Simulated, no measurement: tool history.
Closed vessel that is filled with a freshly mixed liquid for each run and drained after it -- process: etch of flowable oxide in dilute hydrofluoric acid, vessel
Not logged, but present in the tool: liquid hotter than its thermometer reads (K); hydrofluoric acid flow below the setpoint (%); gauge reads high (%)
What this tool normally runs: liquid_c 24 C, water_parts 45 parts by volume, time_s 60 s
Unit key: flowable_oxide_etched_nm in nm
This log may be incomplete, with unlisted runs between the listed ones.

run,day,liquid_c,water_parts,time_s,wafers since the last listed run,hours since the thermometer was replaced,hours since the hydrofluoric acid flow meter was replaced,hours since the gauge calibration,"read-back film thickness of the flowable oxide reference wafer, read on the same gauge (nm)",flowable_oxide_etched_nm
1,0,24,45,60,0,64.2,1479.6,749.5,80,46.38
2,1.542,27.5,45,60,3415,101.2,1516.6,786.5,79.98,53.33
3,3.796,24,45,60,4994,155.3,1570.7,840.6,79.97,46.83
# day 5.283: gauge calibrated
4,5.721,21,30,60,4264,201.5,1616.9,10.5,79.97,63.35
5,7.829,24,45,60,4670,252.1,1667.5,61.1,79.99,47.56
6,8.946,24,45,60,2473,278.9,1694.3,87.9,79.99,47.23
7,10.367,24,45,60,3147,313,1728.4,122,80,46.74
8,12.762,24,45,60,5307,370.5,1785.9,179.5,79.96,47.3
9,14.038,24,45,60,2824,401.1,1816.5,210.1,80.03,47.59
10,15.971,24,45,60,4283,447.5,1862.9,256.5,80,46.93
11,18.396,24,45,60,5372,505.7,1921.1,314.7,79.96,47.59
12,20.471,24,45,60,4597,555.5,1970.9,364.5,80.03,48.01
# day 21.975: thermometer replaced
13,23.104,24,45,60,5741,27.1,2034.1,427.7,80.02,46.69
# day 24.692: hydrofluoric acid flow meter replaced
14,25.362,24,45,60,4910,81.3,16.1,481.9,80.01,46.57
15,28.312,24,45,60,6535,152.1,86.9,552.7,79.97,46.53
16,30.454,24,45,70,4744,203.5,138.3,604.1,79.98,54.98
17,31.871,24,65,45,3138,237.5,172.3,638.1,80.03,23.55

Run 18 comes next. What will it give?
18,33.208,21,45,60,2963,269.6,204.4,670.2,?,?

For run 18 the tool returned read-back film thickness of the flowable oxide reference wafer, read on the same gauge (nm) 80.05, flowable_oxide_etched_nm 41.2 nm.
On a tool with no hidden condition, and with the same random variation, this run would have come out at flowable_oxide_etched_nm 40.65 nm.
